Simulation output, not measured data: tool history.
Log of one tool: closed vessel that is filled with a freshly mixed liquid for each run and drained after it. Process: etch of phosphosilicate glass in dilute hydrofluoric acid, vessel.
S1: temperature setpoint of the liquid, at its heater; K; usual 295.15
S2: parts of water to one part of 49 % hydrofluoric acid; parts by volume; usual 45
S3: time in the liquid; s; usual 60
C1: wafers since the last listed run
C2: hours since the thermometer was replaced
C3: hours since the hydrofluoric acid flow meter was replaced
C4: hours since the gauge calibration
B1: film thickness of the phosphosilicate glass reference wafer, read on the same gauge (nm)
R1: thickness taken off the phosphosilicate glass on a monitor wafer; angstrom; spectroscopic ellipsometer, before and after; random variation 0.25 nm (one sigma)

run,hour,S1,S2,S3,C1,C2,C3,C4,B1,R1
1,0,295.15,40,60,0,1767,220.2,843.6,80.02,952.2
2,63.3,295.15,40,60,8454,1830.3,283.5,906.9,80.01,949.2
3,120.9,293.15,45,60,7693,1887.9,341.1,964.5,80.03,771.6
4,189.6,295.15,45,60,9175,1956.6,409.8,1033.2,79.97,847.3
5,288.6,295.15,45,60,13222,2055.6,508.8,1132.2,80.01,851.1
6,327.1,295.15,45,60,5142,2094.1,547.3,1170.7,80.02,852
7,401,295.15,45,75,9870,2168,621.2,1244.6,79.99,1069.8
8,473.3,295.15,45,60,9656,2240.3,693.5,1316.9,79.97,859.1
9,511.1,295.15,45,60,5048,2278.1,731.3,1354.7,79.99,857.7
10,558.6,295.15,45,60,6344,2325.6,778.8,1402.2,80.02,867.6
# hour 594.3: thermometer replaced
11,623.1,295.15,45,70,8481,28.8,843.3,1466.7,80.04,949.2
12,706.3,295.15,45,60,11112,112,926.5,1549.9,80.03,820.6
13,745.3,299.65,55,35,5208,151,965.5,1588.9,80,462.8
14,831.2,298.65,40,90,11472,236.9,1051.4,1674.8,80,1625.3
# hour 852.5: gauge calibrated
15,868,295.15,25,60,4914,273.7,1088.2,15.5,80.03,1526.5
16,932.8,291.15,35,35,8654,338.5,1153,80.3,79.98,530.4
17,1014.9,295.15,60,75,10965,420.6,1235.1,162.4,80,764.7
18,1099.1,295.15,45,45,11245,504.8,1319.3,246.6,79.97,624.7
19,1206,295.15,45,60,14277,611.7,1426.2,353.5,79.96,835.8

Forecast run 20:
# hour 1273.2: hydrofluoric acid flow meter replaced
20,1278.4,295.15,60,75,9536,684.1,5.2,425.9,?,?

{"run 20": {"B1": 79.99, "R1": 743.3}}
Without the tool's hidden state the same run would have given R1 729.2 angstrom.
